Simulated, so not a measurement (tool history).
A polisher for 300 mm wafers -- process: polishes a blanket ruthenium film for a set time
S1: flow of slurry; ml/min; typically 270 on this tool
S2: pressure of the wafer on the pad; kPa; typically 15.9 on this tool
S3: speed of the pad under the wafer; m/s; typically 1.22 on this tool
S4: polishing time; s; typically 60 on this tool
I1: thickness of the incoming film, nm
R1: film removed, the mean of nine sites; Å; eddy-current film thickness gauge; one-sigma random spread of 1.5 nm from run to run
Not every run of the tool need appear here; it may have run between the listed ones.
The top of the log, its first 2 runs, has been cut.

| run | hour | S1 | S2 | S3 | S4 | I1 | R1 |
|---|---|---|---|---|---|---|---|
| 3 | 13.6 | 270 | 18.6 | 1.22 | 60 | 298.2 | 1158 |
| 4 | 28.3 | 300 | 15.9 | 1.22 | 60 | 296.1 | 1035 |
|  | 30.4 | slurry nozzle cleaned |
|  | 45.0 | worn pad replaced by a new one |
| 5 | 45.5 | 270 | 15.9 | 1.22 | 60 | 298.6 | 1025 |
| 6 | 52.4 | 270 | 15.9 | 1.22 | 60 | 300.8 | 1026 |
| 7 | 66.1 | 270 | 15.9 | 1.22 | 60 | 295.0 | 1035 |
| 8 | 83.7 | 270 | 15.9 | 1.22 | 60 | 301.4 | 1021 |
| 9 | 96.6 | 270 | 15.9 | 1.22 | 60 | 296.2 | 1031 |
| 10 | 110.9 | 320 | 15.9 | 1.22 | 60 | 296.8 | 1051 |
| 11 | 120.2 | 270 | 15.9 | 1.22 | 60 | 298.8 | 1030 |
| 12 | 131.6 | 270 | 15.9 | 1.22 | 60 | 298.7 | 1039 |
| 13 | 138.0 | 270 | 15.9 | 1.22 | 70 | 295.3 | 1183 |
|  | 158.2 | worn pad replaced by a new one |
| 14 | 158.7 | 270 | 15.9 | 1.22 | 70 | 302.0 | 1209 |
| 15 | 163.7 | 270 | 15.9 | 1.22 | 49 | 296.5 | 842 |
| 16 | 170.8 | 270 | 15.9 | 1.22 | 49 | 299.4 | 863 |
| 17 | 186.6 | 270 | 15.9 | 1.22 | 49 | 303.3 | 829 |
| 18 | 203.0 | 270 | 15.9 | 1.22 | 60 | 299.0 | 1028 |
| 19 | 219.7 | 270 | 20.7 | 0.86 | 60 | 301.5 | 933 |
| 20 | 235.3 | 270 | 13.8 | 1.22 | 44 | 298.2 | 683 |
| 21 | 251.5 | 270 | 18.6 | 1.22 | 60 | 301.9 | 1206 |
|  | 260.1 | worn pad replaced by a new one |
|  | 263.2 | slurry nozzle cleaned |
| 22 | 265.4 | 270 | 15.9 | 1.22 | 77 | 298.4 | 1354 |
|  | 276.6 | head pressure recalibrated |
| 23 | 278.6 | 270 | 13.8 | 1.22 | 44 | 303.4 | 736 |
| 24 | 288.2 | 360 | 11.0 | 1.56 | 69 | 299.7 | 1302 |
| 25 | 302.8 | 270 | 15.9 | 1.22 | 60 | 298.0 | 1142 |

The next listed run, before its measurement:
| 26 | 319.7 | 270 | 15.9 | 0.94 | 77 | 301.4 | ? |

{"run 26": {"R1": 1113}}
If the tool had no hidden condition, the same run with the same run-to-run variation would have returned R1 992 Å.

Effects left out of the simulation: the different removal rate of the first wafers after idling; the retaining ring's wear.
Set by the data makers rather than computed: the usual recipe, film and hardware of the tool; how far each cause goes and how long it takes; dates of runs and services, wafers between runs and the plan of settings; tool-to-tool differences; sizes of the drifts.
